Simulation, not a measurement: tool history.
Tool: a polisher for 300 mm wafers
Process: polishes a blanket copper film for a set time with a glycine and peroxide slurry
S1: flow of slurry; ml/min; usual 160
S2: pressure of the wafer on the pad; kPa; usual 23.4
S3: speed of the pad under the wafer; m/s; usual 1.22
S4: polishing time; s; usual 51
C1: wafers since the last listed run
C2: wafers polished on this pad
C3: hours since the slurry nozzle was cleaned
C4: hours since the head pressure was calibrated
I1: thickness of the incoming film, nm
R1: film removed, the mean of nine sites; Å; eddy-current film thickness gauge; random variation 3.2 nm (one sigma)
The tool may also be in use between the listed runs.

Run 1, hour 0.0: usual settings; C1 0; C2 42; C3 227.8; C4 748.6; I1 1278.5. Result: R1 3064 Å.
Run 2, hour 13.7: usual settings; C1 161; C2 204; C3 241.5; C4 762.3; I1 1285.8. Result: R1 2933 Å.
At hour 29.8: slurry nozzle cleaned.
Run 3, hour 31.2: usual settings; C1 194; C2 399; C3 1.4; C4 779.8; I1 1299.0. Result: R1 3105 Å.
Run 4, hour 40.3: usual settings but S1 130 ml/min; C1 107; C2 506; C3 10.5; C4 788.9; I1 1286.1. Result: R1 2992 Å.
Run 5, hour 48.9: usual settings but S1 130 ml/min; C1 101; C2 608; C3 19.1; C4 797.5; I1 1317.6. Result: R1 2972 Å.
Run 6, hour 66.0: usual settings but S1 130 ml/min; C1 201; C2 810; C3 36.2; C4 814.6; I1 1303.3. Result: R1 3024 Å.
Run 7, hour 72.4: usual settings; C1 75; C2 885; C3 42.6; C4 821.0; I1 1280.0. Result: R1 3093 Å.
At hour 79.1: worn pad replaced by a new one.
Run 8, hour 89.1: usual settings; C1 149; C2 118; C3 59.3; C4 837.7; I1 1300.8. Result: R1 3169 Å.
Run 9, hour 100.3: usual settings but S3 1.00 m/s; C1 132; C2 250; C3 70.5; C4 848.9; I1 1289.8. Result: R1 2655 Å.
Run 10, hour 117.5: usual settings but S3 1.00 m/s; C1 203; C2 453; C3 87.7; C4 866.1; I1 1286.1. Result: R1 2563 Å.
Run 11, hour 125.7: usual settings but S3 1.00 m/s; C1 96; C2 550; C3 95.9; C4 874.3; I1 1282.6. Result: R1 2588 Å.
Run 12, hour 133.2: usual settings but S1 185 ml/min, S2 28.3 kPa; C1 88; C2 638; C3 103.4; C4 881.8; I1 1291.2. Result: R1 3629 Å.
Run 13, hour 139.8: usual settings but S1 185 ml/min, S2 28.3 kPa; C1 77; C2 716; C3 110.0; C4 888.4; I1 1301.6. Result: R1 3645 Å.
Run 14, hour 152.0: usual settings but S1 185 ml/min, S2 28.3 kPa; C1 144; C2 860; C3 122.2; C4 900.6; I1 1288.0. Result: R1 3639 Å.
At hour 161.9: worn pad replaced by a new one.
Run 15, hour 180.4: usual settings; C1 288; C2 217; C3 150.6; C4 929.0; I1 1285.0. Result: R1 3052 Å.
Run 16, hour 194.9: usual settings; C1 171; C2 389; C3 165.1; C4 943.5; I1 1314.3. Result: R1 3042 Å.
Run 17, hour 210.0: usual settings but S1 195 ml/min, S2 29.0 kPa, S3 1.36 m/s, S4 36 s; C1 178; C2 567; C3 180.2; C4 958.6; I1 1284.9. Result: R1 2879 Å.
At hour 213.1: head pressure recalibrated.
Run 18, hour 224.8: usual settings; C1 151; C2 718; C3 195.0; C4 11.7; I1 1300.3. Result: R1 3004 Å.
Run 19, hour 232.6: usual settings but S1 215 ml/min, S2 26.2 kPa, S3 0.92 m/s, S4 59 s; C1 92; C2 810; C3 202.8; C4 19.5; I1 1271.7. Result: R1 3132 Å.
At hour 244.7: worn pad replaced by a new one.
Run 20, hour 245.2: usual settings but S1 180 ml/min, S3 1.48 m/s; C1 101; C2 5; C3 215.4; C4 32.1; I1 1298.5. Result: R1 3708 Å.
Run 21, hour 261.1: usual settings but S1 125 ml/min, S2 21.4 kPa; C1 187; C2 193; C3 231.3; C4 48.0; I1 1289.3. Result: R1 2526 Å.
Run 22, hour 272.2: usual settings; C1 131; C2 324; C3 242.4; C4 59.1; I1 1309.9. Result: R1 2874 Å.
Run 23, hour 284.0: usual settings but S1 190 ml/min, S3 0.88 m/s, S4 34 s; C1 139; C2 463; C3 254.2; C4 70.9; I1 1290.6. Result: R1 1519 Å.
Run 24, hour 290.1: usual settings but S3 1.56 m/s, S4 59 s; C1 72; C2 535; C3 260.3; C4 77.0; I1 1301.4. Result: R1 3932 Å.
At hour 297.0: slurry nozzle cleaned.
Run 25, hour 300.9: usual settings but S4 57 s; C1 115; C2 651; C3 3.9; C4 87.8; I1 1295.2. Result: R1 3428 Å.
At hour 321.3: worn pad replaced by a new one.
Run 26, hour 354.7: usual settings but S1 200 ml/min, S2 18.6 kPa, S3 1.60 m/s, S4 68 s; C1 588; C2 394; C3 57.7; C4 141.6; I1 1276.3. Result: R1 4456 Å.
Run 27, hour 366.2: usual settings but S1 120 ml/min, S3 1.08 m/s; C1 135; C2 530; C3 69.2; C4 153.1; I1 1289.8. Result: R1 2626 Å.
Run 28, hour 373.8: usual settings; C1 89; C2 619; C3 76.8; C4 160.7; I1 1291.7. Result: R1 3152 Å.

The tool's hidden state at each run:
deviation of the head's pressure from its setpoint, %: 0 in every run
H1: removal rate lost through wear of the pad, %
H2: slurry flow missing at the pad, %
run     H1    H2
  1   0.87  29.8
  2   2.96  33.1
  3    4.4  2.76
  4   4.84  2.81
  5   5.12  2.95
  6   5.47  3.44
  7   5.55  3.71
  8    2.9   4.6
  9   4.28  5.36
 10    5.5  6.79
 11   5.84  7.58
 12   6.07  8.36
 13   6.22   9.1
 14   6.42  10.6
 15    3.7  14.6
 16    4.9    17
 17   5.59  19.8
 18   5.97  22.7
 19   6.09  24.3
 20  0.665  27.1
 21   3.32  30.8
 22   4.38  33.6
 23    5.1  36.6
 24   5.36  38.3
 25   5.68  4.91
 26   4.29  6.65
 27   4.84  7.42
 28   5.09     8
